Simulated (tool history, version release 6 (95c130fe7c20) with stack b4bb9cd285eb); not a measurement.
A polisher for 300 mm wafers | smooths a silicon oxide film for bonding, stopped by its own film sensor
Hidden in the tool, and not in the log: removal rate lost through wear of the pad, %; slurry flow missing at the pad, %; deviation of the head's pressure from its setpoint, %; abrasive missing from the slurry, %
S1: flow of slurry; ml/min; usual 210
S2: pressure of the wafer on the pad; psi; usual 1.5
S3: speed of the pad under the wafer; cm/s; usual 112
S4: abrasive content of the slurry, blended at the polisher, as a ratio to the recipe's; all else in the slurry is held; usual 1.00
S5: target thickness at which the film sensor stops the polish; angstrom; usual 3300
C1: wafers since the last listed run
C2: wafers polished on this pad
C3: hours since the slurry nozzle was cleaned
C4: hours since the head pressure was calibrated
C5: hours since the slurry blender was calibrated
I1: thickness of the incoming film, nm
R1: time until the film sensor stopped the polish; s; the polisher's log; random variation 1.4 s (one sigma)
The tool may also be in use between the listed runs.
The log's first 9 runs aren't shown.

run    hour   S1   S2   S3    S4    S5    C1    C2     C3      C4     C5     I1     R1
 10   903.6  210  1.5  124  1.00  3300   611  2150  821.3   778.5  246.2  376.2   82.0
      953.7  -- slurry nozzle cleaned
 11  1000.7  210  1.7  112  1.00  3300   599  2750   47.0   875.6  343.3  382.6   92.5
 12  1059.0  210  1.5  112  1.00  3300   363  3114  105.3   933.9  401.6  380.6   93.0
 13  1111.3  210  1.5  112  1.15  3350   326  3441  157.6   986.2  453.9  385.4   87.8
 14  1168.4  190  1.5  100  1.15  3300   356  3797  214.7  1043.3  511.0  385.8  107.6
 15  1254.5  230  1.5  112  1.00  3300   537  4335  300.8  1129.4  597.1  377.2   86.3
     1348.0  -- worn pad replaced by a new one
     1348.6  -- head pressure recalibrated
     1487.7  -- slurry blender recalibrated
 16  1547.6  270  1.7  150  0.80  3300  1788  1229  593.9   199.0   59.9  379.9   78.7
 17  1609.2  210  1.5  112  1.00  3300   384  1614  655.5   260.6  121.5  379.0   90.2
 18  1684.7  210  1.5  112  1.00  3300   471  2085  731.0   336.1  197.0  377.3   86.5
     1699.8  -- slurry nozzle cleaned
 19  1740.7  145  1.5  142  1.00  3300   343  2429   40.9   392.1  253.0  381.7   85.9
 20  2053.9  210  1.5  112  1.00  3300  1955  4384  354.1   705.3  566.2  376.6   84.9
 21  2160.2  210  1.5  112  1.00  3300   663  5048  460.4   811.6  672.5  380.5   91.6
     2204.2  -- worn pad replaced by a new one
 22  2224.8  235  1.9  112  1.00  3300   378   128  525.0   876.2  737.1  385.5   88.6
 23  2277.7  245  1.5  112  1.00  3300   330   458  577.9   929.1  790.0  381.1   93.3
 24  2365.3  210  1.5  112  1.00  3300   546  1005  665.5  1016.7  877.6  380.1   92.2
     2368.4  -- slurry blender recalibrated
 25  2426.0  210  1.7  112  1.00  3300   366  1372  726.2  1077.4   57.6  377.6   82.8
 26  2520.3  210  2.0  112  1.20  3470   588  1960  820.5  1171.7  151.9  378.3   45.5
     2547.9  -- slurry nozzle cleaned
     2552.2  -- head pressure recalibrated
 27  2604.4  210  1.0  124  1.00  3300   506  2467   56.5    52.2  236.0  382.1  105.0
 28  2669.5  210  1.1  112  1.00  3150   406  2873  121.6   117.3  301.1  380.6  134.8
 29  2727.0  210  1.5  112  1.00  3300   358  3232  179.1   174.8  358.6  379.3   90.0
 30  2817.1  210  1.0  112  1.00  3300   562  3795  269.2   264.9  448.7  382.7  114.4
 31  2880.6  210  1.0   76  1.00  3300   396  4191  332.7   328.4  512.2  373.3  110.9

Forecast each of these 3 alternatives for the next run:
  A  2881.0  210  1.5  112  1.00  3300   2  4194  333.1  328.8  512.6  374.2   ?
  B  2881.0  245  1.5   94  1.00  3300   2  4194  333.1  328.8  512.6  374.2   ?
  C  2881.0  210  1.7  150  1.00  3300   2  4194  333.1  328.8  512.6  374.2   ?

run    R1
  A  77.6
  B  83.3
  C  62.9
Without the tool's hidden state the same runs would have given:
run    R1
  A  75.6
  B  81.2
  C  61.3
